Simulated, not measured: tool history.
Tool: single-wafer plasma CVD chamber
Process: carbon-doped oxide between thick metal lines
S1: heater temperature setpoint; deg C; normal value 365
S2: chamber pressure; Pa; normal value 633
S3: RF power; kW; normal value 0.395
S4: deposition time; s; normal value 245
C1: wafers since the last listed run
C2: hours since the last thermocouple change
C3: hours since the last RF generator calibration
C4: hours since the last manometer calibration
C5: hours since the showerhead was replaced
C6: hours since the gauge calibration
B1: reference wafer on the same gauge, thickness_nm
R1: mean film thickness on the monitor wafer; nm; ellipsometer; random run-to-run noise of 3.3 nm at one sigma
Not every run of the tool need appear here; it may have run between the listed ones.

{"run": 1, "day": 0.0, "S1": 365, "S2": 633, "S3": 0.395, "S4": 245, "C1": 0, "C2": 1954.5, "C3": 1458.1, "C4": 2020.4, "C5": 301.0, "C6": 330.4, "B1": 947.286, "R1": 1102.155}
{"run": 2, "day": 1.992, "S1": 365, "S2": 633, "S3": 0.395, "S4": 277, "C1": 435, "C2": 2002.3, "C3": 1505.9, "C4": 2068.2, "C5": 348.8, "C6": 378.2, "B1": 948.183, "R1": 1249.774}
{"run": 3, "day": 5.846, "S1": 376, "S2": 633, "S3": 0.395, "S4": 224, "C1": 842, "C2": 2094.8, "C3": 1598.4, "C4": 2160.7, "C5": 441.3, "C6": 470.7, "B1": 948.668, "R1": 991.986}
{"run": 4, "day": 8.971, "S1": 376, "S2": 633, "S3": 0.395, "S4": 224, "C1": 683, "C2": 2169.8, "C3": 1673.4, "C4": 2235.7, "C5": 516.3, "C6": 545.7, "B1": 950.461, "R1": 996.991}
{"day": 11.229, "done": "capacitance manometer re-zeroed and calibrated"}
{"run": 5, "day": 12.512, "S1": 365, "S2": 633, "S3": 0.395, "S4": 245, "C1": 701, "C2": 2254.8, "C3": 1758.4, "C4": 30.8, "C5": 601.3, "C6": 630.7, "B1": 951.081, "R1": 1105.678}
{"run": 6, "day": 16.554, "S1": 365, "S2": 633, "S3": 0.395, "S4": 245, "C1": 883, "C2": 2351.8, "C3": 1855.4, "C4": 127.8, "C5": 698.3, "C6": 727.7, "B1": 953.177, "R1": 1112.449}
{"run": 7, "day": 19.871, "S1": 365, "S2": 633, "S3": 0.34, "S4": 245, "C1": 725, "C2": 2431.4, "C3": 1935.0, "C4": 207.4, "C5": 777.9, "C6": 807.3, "B1": 954.544, "R1": 990.103}
{"run": 8, "day": 22.946, "S1": 365, "S2": 633, "S3": 0.395, "S4": 245, "C1": 672, "C2": 2505.2, "C3": 2008.8, "C4": 281.2, "C5": 851.7, "C6": 881.1, "B1": 954.685, "R1": 1115.591}
{"run": 9, "day": 27.238, "S1": 365, "S2": 549, "S3": 0.425, "S4": 288, "C1": 938, "C2": 2608.2, "C3": 2111.8, "C4": 384.2, "C5": 954.7, "C6": 984.1, "B1": 955.933, "R1": 1350.984}
{"day": 29.567, "done": "RF generator calibrated"}
{"run": 10, "day": 29.588, "S1": 352, "S2": 633, "S3": 0.335, "S4": 206, "C1": 440, "C2": 2664.6, "C3": 0.5, "C4": 440.6, "C5": 1011.1, "C6": 1040.5, "B1": 957.071, "R1": 850.464}
{"run": 11, "day": 33.833, "S1": 371, "S2": 532, "S3": 0.425, "S4": 270, "C1": 928, "C2": 2766.5, "C3": 102.4, "C4": 542.5, "C5": 1113.0, "C6": 1142.4, "B1": 957.248, "R1": 1244.218}
{"day": 36.542, "done": "thermocouple changed; heater temperature recalibrated"}
{"run": 12, "day": 36.567, "S1": 378, "S2": 748, "S3": 0.395, "S4": 245, "C1": 524, "C2": 0.6, "C3": 168.0, "C4": 608.1, "C5": 1178.6, "C6": 1208.0, "B1": 957.54, "R1": 1110.344}
{"run": 13, "day": 38.871, "S1": 371, "S2": 788, "S3": 0.325, "S4": 245, "C1": 503, "C2": 55.9, "C3": 223.3, "C4": 663.4, "C5": 1233.9, "C6": 1263.3, "B1": 958.724, "R1": 978.458}
{"run": 14, "day": 43.088, "S1": 370, "S2": 575, "S3": 0.395, "S4": 199, "C1": 922, "C2": 157.1, "C3": 324.5, "C4": 764.6, "C5": 1335.1, "C6": 1364.5, "B1": 958.827, "R1": 883.918}
{"run": 15, "day": 46.054, "S1": 376, "S2": 476, "S3": 0.395, "S4": 245, "C1": 648, "C2": 228.3, "C3": 395.7, "C4": 835.8, "C5": 1406.3, "C6": 1435.7, "B1": 957.553, "R1": 1050.128}
{"run": 16, "day": 50.008, "S1": 373, "S2": 633, "S3": 0.395, "S4": 258, "C1": 864, "C2": 323.2, "C3": 490.6, "C4": 930.7, "C5": 1501.2, "C6": 1530.6, "B1": 959.541, "R1": 1159.117}
{"run": 17, "day": 52.438, "S1": 365, "S2": 633, "S3": 0.395, "S4": 245, "C1": 531, "C2": 381.5, "C3": 548.9, "C4": 989.0, "C5": 1559.5, "C6": 1588.9, "B1": 958.332, "R1": 1116.423}
{"run": 18, "day": 55.271, "S1": 365, "S2": 633, "S3": 0.395, "S4": 245, "C1": 619, "C2": 449.5, "C3": 616.9, "C4": 1057.0, "C5": 1627.5, "C6": 1656.9, "B1": 959.32, "R1": 1109.547}
{"run": 19, "day": 58.388, "S1": 365, "S2": 633, "S3": 0.395, "S4": 245, "C1": 681, "C2": 524.3, "C3": 691.7, "C4": 1131.8, "C5": 1702.3, "C6": 1731.7, "B1": 958.957, "R1": 1124.762}

Run 20, settings as shown, results not yet in. Your forecast:
{"run": 20, "day": 60.642, "S1": 365, "S2": 633, "S3": 0.395, "S4": 245, "C1": 492, "C2": 578.4, "C3": 745.8, "C4": 1185.9, "C5": 1756.4, "C6": 1785.8, "B1": "?", "R1": "?"}

{"run 20": {"B1": 960.321, "R1": 1118.887}}
If the tool had no hidden condition, the same run with the same run-to-run variation would have returned R1 1095.759 nm.
